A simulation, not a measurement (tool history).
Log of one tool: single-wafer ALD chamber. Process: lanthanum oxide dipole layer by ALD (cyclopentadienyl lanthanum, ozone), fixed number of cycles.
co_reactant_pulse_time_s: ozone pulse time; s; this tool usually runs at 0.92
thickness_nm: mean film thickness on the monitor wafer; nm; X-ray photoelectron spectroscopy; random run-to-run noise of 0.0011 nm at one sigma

run     day  co_reactant_pulse_time_s  wafers since the last listed run  hours since the last thermocouple change  hours since the last ozone generator service  hours since the showerhead was replaced  hours since the gauge calibration  read-back reference wafer on the same gauge, thickness_nm  thickness_nm
  1   0.000                      0.80                                 0                                     750.7                                         720.3                                   5490.6                              270.4                                                      0.433         0.458
  2   2.738                      0.65                              1169                                     816.4                                         786.0                                   5556.3                              336.1                                                      0.433         0.412
  3   4.233                      0.65                               639                                     852.3                                         821.9                                   5592.2                              372.0                                                      0.433         0.412
  4   5.804                      0.65                               671                                     890.0                                         859.6                                   5629.9                              409.7                                                      0.433         0.411
  5   7.117                      1.20                               560                                     921.5                                         891.1                                   5661.4                              441.2                                                      0.432         0.523
  6   9.142                      1.20                               865                                     970.1                                         939.7                                   5710.0                              489.8                                                      0.432         0.520
     10.538  -- ozone generator serviced
  7  10.558                      1.20                               462                                    1004.1                                           0.5                                   5744.0                              523.8                                                      0.432         0.521
  8  12.304                      1.18                               746                                    1046.0                                          42.4                                   5785.9                              565.7                                                      0.432         0.522
  9  13.925                      1.10                               692                                    1084.9                                          81.3                                   5824.8                              604.6                                                      0.431         0.511
 10  16.350                      0.92                              1036                                    1143.1                                         139.5                                   5883.0                              662.8                                                      0.431         0.480
 11  18.158                      0.92                               772                                    1186.5                                         182.9                                   5926.4                              706.2                                                      0.431         0.482
 12  20.767                      0.92                              1114                                    1249.1                                         245.5                                   5989.0                              768.8                                                      0.430         0.478
 13  27.138                      0.92                              2722                                    1402.0                                         398.4                                   6141.9                              921.7                                                      0.428         0.476
 14  29.508                      0.92                              1013                                    1458.9                                         455.3                                   6198.8                              978.6                                                      0.427         0.476
 15  31.654                      0.92                               917                                    1510.4                                         506.8                                   6250.3                             1030.1                                                      0.427         0.474
     32.612  -- thermocouple changed; heater temperature recalibrated
     33.129  -- gauge calibrated
 16  33.896                      1.24                               815                                      30.8                                         560.6                                   6304.1                               18.4                                                      0.434         0.530
 17  36.862                      0.65                              1267                                     102.0                                         631.8                                   6375.3                               89.6                                                      0.434         0.410
 18  38.562                      0.75                               726                                     142.8                                         672.6                                   6416.1                              130.4                                                      0.434         0.444
 19  41.446                      1.06                              1232                                     212.0                                         741.8                                   6485.3                              199.6                                                      0.434         0.509
 20  43.233                      0.67                               763                                     254.9                                         784.7                                   6528.2                              242.5                                                      0.434         0.417
     46.750  -- showerhead replaced
 21  46.850                      1.06                              1403                                     341.7                                         871.5                                      2.4                              329.3                                                      0.434         0.509
 22  49.158                      0.92                               986                                     397.1                                         926.9                                     57.8                              384.7                                                      0.433         0.481
     49.512  -- ozone generator serviced
 23  51.900                      0.74                              1029                                     462.9                                          57.3                                    123.6                              450.5                                                      0.433         0.440
 24  53.796                      1.22                               810                                     508.4                                         102.8                                    169.1                              496.0                                                      0.432         0.527
 25  57.458                      1.17                              1565                                     596.3                                         190.7                                    257.0                              583.9                                                      0.432         0.518
 26  65.008                      0.92                              3226                                     777.5                                         371.9                                    438.2                              765.1                                                      0.430         0.480
 27  66.504                      0.92                               639                                     813.4                                         407.8                                    474.1                              801.0                                                      0.429         0.477
 28  68.192                      1.16                               721                                     853.9                                         448.3                                    514.6                              841.5                                                      0.429         0.515
 29  70.875                      1.05                              1146                                     918.3                                         512.7                                    579.0                              905.9                                                      0.428         0.501

Selected run-to-run steps in thickness_nm, each split into two signed amounts: the part the tool would show with no hidden state at all (from settings, incoming material and random variation), and the remainder, which goes to the hidden state together with any gauge scatter not common to the measured and the hidden-state-free results:
Hidden state at play: wafer temperature above the value expected at the setpoint (K); ozone dose above that of a generator just serviced (%); gauge reads high (%).
Run 4 -> 5: co_reactant_pulse_time_s 0.65 -> 1.20. thickness_nm +0.112 nm: hidden state -0.001, all else +0.113.
Run 12 -> 13: settings left as they were, no log entry in between. thickness_nm -0.002 nm: hidden state -0.002, all else +0.000.
Run 15 -> 16: co_reactant_pulse_time_s 0.92 -> 1.24, thermocouple changed; heater temperature recalibrated, gauge calibrated. thickness_nm +0.056 nm: hidden state +0.008, all else +0.048.
Run 16 -> 17: co_reactant_pulse_time_s 1.24 -> 0.65. thickness_nm -0.120 nm: hidden state +0.000, all else -0.120.
